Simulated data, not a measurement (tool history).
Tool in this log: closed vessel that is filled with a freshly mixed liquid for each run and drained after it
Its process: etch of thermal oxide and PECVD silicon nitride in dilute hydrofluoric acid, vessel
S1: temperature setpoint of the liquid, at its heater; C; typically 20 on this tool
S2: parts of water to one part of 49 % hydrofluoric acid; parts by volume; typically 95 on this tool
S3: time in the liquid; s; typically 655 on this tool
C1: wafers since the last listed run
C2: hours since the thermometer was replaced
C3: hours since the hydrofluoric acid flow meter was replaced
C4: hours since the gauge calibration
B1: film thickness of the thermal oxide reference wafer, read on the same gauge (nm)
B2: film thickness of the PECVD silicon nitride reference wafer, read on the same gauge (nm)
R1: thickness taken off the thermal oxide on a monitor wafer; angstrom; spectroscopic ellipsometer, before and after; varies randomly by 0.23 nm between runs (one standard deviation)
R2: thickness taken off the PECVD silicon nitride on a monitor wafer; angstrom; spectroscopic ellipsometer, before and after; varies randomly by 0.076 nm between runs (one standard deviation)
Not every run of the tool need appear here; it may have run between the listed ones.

{"run": 1, "hour": 0.0, "S1": 20, "S2": 95, "S3": 655, "C1": 0, "C2": 707.3, "C3": 963, "C4": 380.5, "B1": 129.95, "B2": 150.01, "R1": 249.2, "R2": 74.5}
{"run": 2, "hour": 42.3, "S1": 22, "S2": 95, "S3": 655, "C1": 3245, "C2": 749.6, "C3": 1005.3, "C4": 422.8, "B1": 130, "B2": 150, "R1": 267.1, "R2": 87.4}
{"run": 3, "hour": 180.5, "S1": 22, "S2": 95, "S3": 655, "C1": 10603, "C2": 887.8, "C3": 1143.5, "C4": 561, "B1": 130.01, "B2": 149.94, "R1": 270, "R2": 83.7}
{"run": 4, "hour": 224.8, "S1": 22, "S2": 95, "S3": 655, "C1": 3399, "C2": 932.1, "C3": 1187.8, "C4": 605.3, "B1": 130, "B2": 150.06, "R1": 262.4, "R2": 83.1}
{"run": 5, "hour": 261.7, "S1": 20, "S2": 110, "S3": 655, "C1": 2831, "C2": 969, "C3": 1224.7, "C4": 642.2, "B1": 130.04, "B2": 150.01, "R1": 208.1, "R2": 63.9}
{"run": 6, "hour": 322.1, "S1": 20, "S2": 95, "S3": 370, "C1": 4634, "C2": 1029.4, "C3": 1285.1, "C4": 702.6, "B1": 130.02, "B2": 150, "R1": 136.4, "R2": 41.2}
{"hour": 360.3, "done": "hydrofluoric acid flow meter replaced"}
{"run": 7, "hour": 391.5, "S1": 20, "S2": 95, "S3": 655, "C1": 5248, "C2": 1098.8, "C3": 31.2, "C4": 772, "B1": 129.99, "B2": 150.01, "R1": 239.6, "R2": 70.9}
{"run": 8, "hour": 447.4, "S1": 20, "S2": 95, "S3": 655, "C1": 4289, "C2": 1154.7, "C3": 87.1, "C4": 827.9, "B1": 130.03, "B2": 150.02, "R1": 239.4, "R2": 71}
{"run": 9, "hour": 514.7, "S1": 20, "S2": 95, "S3": 655, "C1": 5163, "C2": 1222, "C3": 154.4, "C4": 895.2, "B1": 129.98, "B2": 150.02, "R1": 235.9, "R2": 70.8}
{"hour": 527.0, "done": "thermometer replaced"}
{"run": 10, "hour": 581.1, "S1": 20, "S2": 130, "S3": 375, "C1": 5017, "C2": 54.1, "C3": 220.8, "C4": 961.6, "B1": 129.98, "B2": 150.03, "R1": 107.3, "R2": 35.7}
{"run": 11, "hour": 630.3, "S1": 20, "S2": 135, "S3": 655, "C1": 3774, "C2": 103.3, "C3": 270, "C4": 1010.8, "B1": 130.02, "B2": 150.05, "R1": 176.6, "R2": 58.3}
{"run": 12, "hour": 669.9, "S1": 20, "S2": 130, "S3": 375, "C1": 3038, "C2": 142.9, "C3": 309.6, "C4": 1050.4, "B1": 130.02, "B2": 149.99, "R1": 104.7, "R2": 34.9}
{"run": 13, "hour": 695.0, "S1": 17, "S2": 95, "S3": 655, "C1": 1925, "C2": 168, "C3": 334.7, "C4": 1075.5, "B1": 129.99, "B2": 149.99, "R1": 230.6, "R2": 66.3}
{"hour": 727.3, "done": "gauge calibrated"}
{"run": 14, "hour": 765.9, "S1": 20, "S2": 95, "S3": 655, "C1": 5439, "C2": 238.9, "C3": 405.6, "C4": 38.6, "B1": 129.98, "B2": 149.99, "R1": 259.7, "R2": 81.3}
{"run": 15, "hour": 803.2, "S1": 23, "S2": 110, "S3": 920, "C1": 2861, "C2": 276.2, "C3": 442.9, "C4": 75.9, "B1": 130.01, "B2": 150.04, "R1": 341.8, "R2": 117.5}
{"run": 16, "hour": 856.6, "S1": 24.5, "S2": 95, "S3": 510, "C1": 4097, "C2": 329.6, "C3": 496.3, "C4": 129.3, "B1": 129.99, "B2": 150.02, "R1": 244.5, "R2": 83.9}
{"run": 17, "hour": 893.0, "S1": 20, "S2": 95, "S3": 655, "C1": 2792, "C2": 366, "C3": 532.7, "C4": 165.7, "B1": 129.98, "B2": 149.95, "R1": 250.3, "R2": 79.2}
{"run": 18, "hour": 941.2, "S1": 20, "S2": 95, "S3": 815, "C1": 3698, "C2": 414.2, "C3": 580.9, "C4": 213.9, "B1": 129.96, "B2": 150, "R1": 316.1, "R2": 97.3}

What if the next run were any one of these 5? Each begins from the tool's condition after run 18:
{"run": "A", "hour": 942.0, "S1": 20, "S2": 50, "S3": 655, "C1": 61, "C2": 415, "C3": 581.7, "C4": 214.7, "B1": "?", "B2": "?", "R1": "?", "R2": "?"}
{"run": "B", "hour": 942.0, "S1": 21.5, "S2": 60, "S3": 390, "C1": 61, "C2": 415, "C3": 581.7, "C4": 214.7, "B1": "?", "B2": "?", "R1": "?", "R2": "?"}
{"run": "C", "hour": 942.0, "S1": 18, "S2": 95, "S3": 855, "C1": 61, "C2": 415, "C3": 581.7, "C4": 214.7, "B1": "?", "B2": "?", "R1": "?", "R2": "?"}
{"run": "D", "hour": 942.0, "S1": 23, "S2": 70, "S3": 375, "C1": 61, "C2": 415, "C3": 581.7, "C4": 214.7, "B1": "?", "B2": "?", "R1": "?", "R2": "?"}
{"run": "E", "hour": 942.0, "S1": 22, "S2": 55, "S3": 950, "C1": 61, "C2": 415, "C3": 581.7, "C4": 214.7, "B1": "?", "B2": "?", "R1": "?", "R2": "?"}

run=A B1=130 B2=149.99 R1=507.9 R2=147.9
run=B B1=130 B2=149.99 R1=265.3 R2=81.8
run=C B1=130 B2=149.99 R1=304.8 R2=90
run=D B1=130 B2=149.99 R1=229.9 R2=75
run=E B1=130 B2=149.99 R1=724.5 R2=224.6
What these runs would have given with no unlogged condition in the tool:
run=A R1=527.3 R2=157.3
run=B R1=275.3 R2=86.9
run=C R1=316.3 R2=95.7
run=D R1=238.4 R2=79.6
run=E R1=751.6 R2=238.6
